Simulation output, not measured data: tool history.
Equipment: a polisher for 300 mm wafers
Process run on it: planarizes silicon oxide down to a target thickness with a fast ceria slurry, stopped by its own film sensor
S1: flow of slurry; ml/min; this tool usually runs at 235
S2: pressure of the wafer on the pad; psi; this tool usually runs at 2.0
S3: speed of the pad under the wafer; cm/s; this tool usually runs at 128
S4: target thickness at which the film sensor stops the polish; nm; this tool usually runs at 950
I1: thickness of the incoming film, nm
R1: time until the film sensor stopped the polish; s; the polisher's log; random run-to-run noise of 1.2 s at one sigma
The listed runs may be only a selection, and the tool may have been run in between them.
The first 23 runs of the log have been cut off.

run,day,S1,S2,S3,S4,I1,R1
24,49.412,170,2.0,128,950,1838.3,78.2
25,51.833,235,1.6,128,950,1816.3,83.6
# day 52.221: head pressure recalibrated
26,54.254,300,1.6,102,764,1799.9,124.5
27,57.192,160,1.8,170,1227,1852.3,46.9
28,59.038,235,2.0,128,950,1836.4,74.5
29,60.167,180,1.7,164,872,1823.8,73.9
30,62.479,235,1.6,162,950,1833.0,71.0
31,64.483,235,1.7,172,950,1816.4,62.8
# day 65.588: worn pad replaced by a new one
32,66.029,235,1.5,128,1204,1838.8,64.3
33,68.238,235,2.0,128,950,1797.4,73.1
34,70.312,235,2.0,128,950,1794.1,72.4
35,72.083,235,2.0,128,950,1813.2,74.1
# day 72.321: slurry nozzle cleaned
36,73.767,215,2.0,128,950,1858.1,76.0

4 ways to go on from here, each from the tool as it stands after run 36. What would each give?
A,73.783,235,2.0,128,702,1820.5,?
B,73.783,275,2.0,88,1246,1820.5,?
C,73.783,235,1.6,142,709,1820.5,?
D,73.783,295,1.8,160,1196,1820.5,?

run,R1
A,91.2
B,64.6
C,96.3
D,43.5
Had the tool no hidden state, the same runs would have come out as:
run,R1
A,91.0
B,64.5
C,96.2
D,43.5

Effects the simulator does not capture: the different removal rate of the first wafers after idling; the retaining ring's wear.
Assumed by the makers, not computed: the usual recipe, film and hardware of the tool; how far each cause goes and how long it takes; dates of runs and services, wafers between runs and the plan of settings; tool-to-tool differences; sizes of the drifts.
